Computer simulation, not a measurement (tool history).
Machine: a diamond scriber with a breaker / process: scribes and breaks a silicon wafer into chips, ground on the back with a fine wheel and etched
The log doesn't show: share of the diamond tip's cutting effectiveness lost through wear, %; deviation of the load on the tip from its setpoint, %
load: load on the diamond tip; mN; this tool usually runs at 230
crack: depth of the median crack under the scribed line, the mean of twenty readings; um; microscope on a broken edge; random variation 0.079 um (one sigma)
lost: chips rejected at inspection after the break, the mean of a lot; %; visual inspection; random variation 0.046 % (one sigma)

| run | day | load | wafers since the last listed run | hours since the diamond tip was replaced | hours since the load on the tip was calibrated | incoming depth of the damage left on the back of the incoming wafer, um | crack | lost |
|---|---|---|---|---|---|---|---|---|
| 1 | 0 | 178 | 0 | 371.9 | 1663.1 | 0.48 | 8.69 | 8.56 |
| 2 | 1.146 | 230 | 99 | 399.4 | 1690.6 | 0.37 | 9.89 | 2.91 |
| 3 | 2.062 | 230 | 79 | 421.4 | 1712.6 | 0.62 | 9.93 | 3.14 |
| 4 | 2.688 | 230 | 54 | 436.4 | 1727.6 | 0.5 | 9.78 | 2.9 |
| 5 | 3.562 | 230 | 76 | 457.4 | 1748.6 | 0.71 | 9.68 | 3.44 |
| 6 | 4.729 | 230 | 101 | 485.4 | 1776.6 | 0.38 | 9.67 | 3.48 |
| 7 | 6 | 230 | 110 | 515.9 | 1807.1 | 0.64 | 9.69 | 3.42 |
| 8 | 6.721 | 230 | 62 | 533.2 | 1824.4 | 0.42 | 9.62 | 3.68 |
| 9 | 7.783 | 180 | 92 | 558.7 | 1849.9 | 0.7 | 8.44 | 10.7 |
| 10 | 8.754 | 180 | 84 | 582 | 1873.2 | 0.48 | 8.42 | 11.48 |
| 11 | 10.25 | 230 | 130 | 617.9 | 1909.1 | 0.42 | 9.52 | 4.4 |
| 12 | 11.379 | 230 | 98 | 645 | 1936.2 | 0.74 | 9.41 | 4.74 |
| 13 | 12.033 | 230 | 56 | 660.7 | 1951.9 | 0.71 | 9.4 | 4.82 |
| 14 | 12.679 | 230 | 56 | 676.2 | 1967.4 | 0.45 | 9.43 | 4.95 |
| 15 | 13.55 | 215 | 75 | 697.1 | 1988.3 | 0.31 | 9.06 | 7.13 |
|  | 14.225 | diamond tip replaced by a new one |
| 16 | 14.771 | 215 | 98 | 13.1 | 2017.6 | 0.61 | 9.54 | 4.98 |
| 17 | 15.275 | 215 | 43 | 25.2 | 2029.7 | 0.54 | 9.34 | 4.81 |
| 18 | 16.717 | 177 | 125 | 59.8 | 2064.3 | 0.36 | 8.53 | 10.85 |
| 19 | 17.808 | 201 | 94 | 86 | 2090.5 | 0.36 | 9.11 | 6.74 |
| 20 | 18.492 | 184 | 59 | 102.4 | 2106.9 | 0.78 | 8.61 | 10.14 |
|  | 18.683 | load on the tip recalibrated |
| 21 | 19.496 | 211 | 80 | 126.5 | 19.5 | 0.7 | 10.34 | 1.84 |
| 22 | 20.029 | 230 | 46 | 139.3 | 32.3 | 0.65 | 10.91 | 1.47 |
| 23 | 21.267 | 272 | 107 | 169 | 62 | 0.32 | 11.92 | 2.53 |
| 24 | 22.296 | 207 | 89 | 193.7 | 86.7 | 0.57 | 10.32 | 2.04 |
| 25 | 23.129 | 275 | 72 | 213.7 | 106.7 | 0.44 | 11.9 | 2.68 |
| 26 | 24.488 | 298 | 118 | 246.3 | 139.3 | 0.56 | 12.65 | 4.24 |
| 27 | 25.658 | 192 | 101 | 274.4 | 167.4 | 0.79 | 9.9 | 2.93 |
| 28 | 26.225 | 230 | 49 | 288 | 181 | 0.56 | 10.83 | 1.38 |
| 29 | 27.583 | 195 | 118 | 320.6 | 213.6 | 0.55 | 10 | 3.02 |
| 30 | 28.254 | 287 | 58 | 336.7 | 229.7 | 0.76 | 12.4 | 3.21 |
| 31 | 29.117 | 202 | 74 | 357.4 | 250.4 | 0.51 | 10.21 | 2.47 |
| 32 | 29.721 | 215 | 52 | 371.9 | 264.9 | 0.68 | 10.4 | 1.86 |
| 33 | 30.829 | 172 | 96 | 398.5 | 291.5 | 0.38 | 9.19 | 5.88 |
| 34 | 32.05 | 208 | 106 | 427.8 | 320.8 | 0.34 | 10.11 | 2.27 |
| 35 | 32.833 | 258 | 68 | 446.6 | 339.6 | 0.42 | 11.34 | 1.6 |

Alternative continuations, all from the tool just after run 35; predict every row:
| A | 32.858 | 230 | 2 | 447.2 | 340.2 | 0.68 | ? | ? |
| B | 32.858 | 286 | 2 | 447.2 | 340.2 | 0.68 | ? | ? |
| C | 32.858 | 212 | 2 | 447.2 | 340.2 | 0.68 | ? | ? |

| run | crack | lost |
|---|---|---|
| A | 10.76 | 1.49 |
| B | 12.14 | 2.78 |
| C | 10.3 | 2.08 |
With no hidden state in the tool, these same runs would have given:
| run | crack | lost |
|---|---|---|
| A | 11.02 | 1.41 |
| B | 12.42 | 3.52 |
| C | 10.54 | 1.69 |
